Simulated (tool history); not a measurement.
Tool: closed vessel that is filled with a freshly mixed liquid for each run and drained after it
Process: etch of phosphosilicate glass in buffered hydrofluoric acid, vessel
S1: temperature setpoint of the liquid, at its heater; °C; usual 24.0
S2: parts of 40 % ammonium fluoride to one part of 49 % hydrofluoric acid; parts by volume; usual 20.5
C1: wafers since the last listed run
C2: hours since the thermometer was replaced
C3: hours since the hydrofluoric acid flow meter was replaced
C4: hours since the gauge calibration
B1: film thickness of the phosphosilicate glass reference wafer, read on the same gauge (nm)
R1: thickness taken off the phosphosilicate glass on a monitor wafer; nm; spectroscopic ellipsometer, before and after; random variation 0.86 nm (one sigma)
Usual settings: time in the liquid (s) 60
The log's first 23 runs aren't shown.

run 24 hour=1282.1 | S1=24.0 S2=20.5 time_in_the_liquid_(s)=60 | C1=17249 C2=163.6 C3=754.6 C4=573.0 | B1=80.00 | R1=106.99
run 25 hour=1351.0 | S1=19.5 S2=17.5 time_in_the_liquid_(s)=60 | C1=9887 C2=232.5 C3=823.5 C4=641.9 | B1=80.00 | R1=98.80
run 26 hour=1378.6 | S1=24.0 S2=20.5 time_in_the_liquid_(s)=60 | C1=3960 C2=260.1 C3=851.1 C4=669.5 | B1=80.00 | R1=107.33
run 27 hour=1440.7 | S1=22.5 S2=20.5 time_in_the_liquid_(s)=90 | C1=8911 C2=322.2 C3=913.2 C4=731.6 | B1=80.00 | R1=147.84
run 28 hour=1502.5 | S1=22.0 S2=23.0 time_in_the_liquid_(s)=30 | C1=8868 C2=384.0 C3=975.0 C4=793.4 | B1=80.01 | R1=44.76
run 29 hour=1569.1 | S1=21.0 S2=13.0 time_in_the_liquid_(s)=95 | C1=9557 C2=450.6 C3=1041.6 C4=860.0 | B1=80.00 | R1=225.78
run 30 hour=1611.8 | S1=26.0 S2=18.5 time_in_the_liquid_(s)=30 | C1=6127 C2=493.3 C3=1084.3 C4=902.7 | B1=79.99 | R1=66.57
run 31 hour=1652.0 | S1=22.5 S2=20.5 time_in_the_liquid_(s)=60 | C1=5768 C2=533.5 C3=1124.5 C4=942.9 | B1=80.00 | R1=98.99
run 32 hour=1688.3 | S1=24.0 S2=26.5 time_in_the_liquid_(s)=60 | C1=5209 C2=569.8 C3=1160.8 C4=979.2 | B1=80.01 | R1=89.30

Forecast each of these 4 alternatives for the next run:
run A hour=1689.0 | S1=24.0 S2=20.5 time_in_the_liquid_(s)=60 | C1=100 C2=570.5 C3=1161.5 C4=979.9 | B1=? | R1=?
run B hour=1689.0 | S1=24.0 S2=20.5 time_in_the_liquid_(s)=90 | C1=100 C2=570.5 C3=1161.5 C4=979.9 | B1=? | R1=?
run C hour=1689.0 | S1=22.5 S2=26.5 time_in_the_liquid_(s)=60 | C1=100 C2=570.5 C3=1161.5 C4=979.9 | B1=? | R1=?
run D hour=1689.0 | S1=29.0 S2=13.0 time_in_the_liquid_(s)=95 | C1=100 C2=570.5 C3=1161.5 C4=979.9 | B1=? | R1=?

run=A B1=80.00 R1=108.61
run=B B1=80.00 R1=162.91
run=C B1=80.00 R1=83.79
run=D B1=80.00 R1=349.51
Without the tool's hidden state the same runs would have given:
run=A R1=108.61
run=B R1=162.91
run=C R1=83.79
run=D R1=349.51
